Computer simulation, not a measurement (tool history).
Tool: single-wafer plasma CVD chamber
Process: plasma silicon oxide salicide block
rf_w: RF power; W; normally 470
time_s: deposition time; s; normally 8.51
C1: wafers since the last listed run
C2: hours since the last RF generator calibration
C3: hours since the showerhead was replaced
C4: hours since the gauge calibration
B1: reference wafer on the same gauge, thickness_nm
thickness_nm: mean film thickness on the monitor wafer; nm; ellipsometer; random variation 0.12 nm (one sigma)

Run 1, day 0: usual settings but rf_w 400 W; C1 0; C2 1622.9; C3 6915.4; C4 17.1; B1 81.313. Result: thickness_nm 77.186 nm.
Run 2, day 0.633: usual settings but rf_w 400 W; C1 334; C2 1638.1; C3 6930.6; C4 32.3; B1 81.345. Result: thickness_nm 77.195 nm.
Run 3, day 1.075: usual settings; C1 233; C2 1648.7; C3 6941.2; C4 42.9; B1 81.341. Result: thickness_nm 79.637 nm.
Run 4, day 1.725: usual settings; C1 343; C2 1664.3; C3 6956.8; C4 58.5; B1 81.316. Result: thickness_nm 79.725 nm.
Run 5, day 2.246: usual settings; C1 275; C2 1676.8; C3 6969.3; C4 71; B1 81.397. Result: thickness_nm 79.863 nm.
Run 6, day 2.658: usual settings; C1 218; C2 1686.7; C3 6979.2; C4 80.9; B1 81.456. Result: thickness_nm 79.82 nm.
Run 7, day 3.862: usual settings; C1 636; C2 1715.6; C3 7008.1; C4 109.8; B1 81.503. Result: thickness_nm 79.831 nm.
Run 8, day 4.6: usual settings; C1 389; C2 1733.3; C3 7025.8; C4 127.5; B1 81.618. Result: thickness_nm 80.142 nm.
Run 9, day 5.325: usual settings; C1 383; C2 1750.7; C3 7043.2; C4 144.9; B1 81.67. Result: thickness_nm 80.036 nm.
Run 10, day 5.712: usual settings but time_s 7.17 s; C1 204; C2 1760; C3 7052.5; C4 154.2; B1 81.681. Result: thickness_nm 67.388 nm.
Run 11, day 6.321: usual settings; C1 321; C2 1774.6; C3 7067.1; C4 168.8; B1 81.802. Result: thickness_nm 80.356 nm.
Run 12, day 6.862: usual settings; C1 286; C2 1787.6; C3 7080.1; C4 181.8; B1 81.806. Result: thickness_nm 80.15 nm.
Run 13, day 7.471: usual settings but rf_w 530 W; C1 321; C2 1802.2; C3 7094.7; C4 196.4; B1 81.936. Result: thickness_nm 82.586 nm.
At day 7.604: gauge calibrated.
At day 8.029: RF generator calibrated.
Run 14, day 8.05: usual settings but rf_w 525 W, time_s 7.34 s; C1 129; C2 0.5; C3 7108.6; C4 10.7; B1 81.485. Result: thickness_nm 70.51 nm.
Run 15, day 8.421: usual settings but rf_w 545 W, time_s 10.06 s; C1 196; C2 9.4; C3 7117.5; C4 19.6; B1 81.495. Result: thickness_nm 97.285 nm.
Run 16, day 8.933: usual settings; C1 270; C2 21.7; C3 7129.8; C4 31.9; B1 81.533. Result: thickness_nm 79.926 nm.
At day 9.846: showerhead replaced.
Run 17, day 9.867: usual settings but rf_w 395 W, time_s 9.66 s; C1 317; C2 44.1; C3 0.5; C4 54.3; B1 81.563. Result: thickness_nm 87.549 nm.
Run 18, day 10.292: usual settings; C1 224; C2 54.3; C3 10.7; C4 64.5; B1 81.542. Result: thickness_nm 80.181 nm.
Run 19, day 10.604: usual settings but rf_w 530 W; C1 165; C2 61.8; C3 18.2; C4 72; B1 81.54. Result: thickness_nm 82.018 nm.
Run 20, day 11.267: usual settings but rf_w 550 W, time_s 7.35 s; C1 350; C2 77.7; C3 34.1; C4 87.9; B1 81.562. Result: thickness_nm 71.403 nm.
Run 21, day 11.992: usual settings but time_s 7.44 s; C1 383; C2 95.1; C3 51.5; C4 105.3; B1 81.649. Result: thickness_nm 70.065 nm.
Run 22, day 12.371: usual settings; C1 200; C2 104.2; C3 60.6; C4 114.4; B1 81.667. Result: thickness_nm 79.782 nm.
Run 23, day 12.95: usual settings but rf_w 410 W, time_s 9.85 s; C1 306; C2 118.1; C3 74.5; C4 128.3; B1 81.765. Result: thickness_nm 89.861 nm.
Run 24, day 13.592: usual settings but rf_w 560 W, time_s 6.83 s; C1 339; C2 133.5; C3 89.9; C4 143.7; B1 81.789. Result: thickness_nm 66.784 nm.
Run 25, day 14.179: usual settings but rf_w 540 W, time_s 10.13 s; C1 310; C2 147.6; C3 104; C4 157.8; B1 81.878. Result: thickness_nm 98.575 nm.
Run 26, day 14.679: usual settings; C1 264; C2 159.6; C3 116; C4 169.8; B1 81.927. Result: thickness_nm 80.431 nm.

3 ways to go on from here, each from the tool as it stands after run 26. What would each give?
Run A, day 14.696: usual settings but time_s 8.08 s; C1 8; C2 160; C3 116.4; C4 170.2; B1 ?. Result: thickness_nm ?.
Run B, day 14.696: usual settings but rf_w 440 W, time_s 9.18 s; C1 8; C2 160; C3 116.4; C4 170.2; B1 ?. Result: thickness_nm ?.
Run C, day 14.696: usual settings but rf_w 525 W, time_s 7.27 s; C1 8; C2 160; C3 116.4; C4 170.2; B1 ?. Result: thickness_nm ?.

run      B1  thickness_nm
  A  81.953        76.135
  B  81.953         85.32
  C  81.953        70.144
Without the tool's unlogged condition, the same runs would have read:
run  thickness_nm
  A        75.539
  B        84.652
  C        69.595

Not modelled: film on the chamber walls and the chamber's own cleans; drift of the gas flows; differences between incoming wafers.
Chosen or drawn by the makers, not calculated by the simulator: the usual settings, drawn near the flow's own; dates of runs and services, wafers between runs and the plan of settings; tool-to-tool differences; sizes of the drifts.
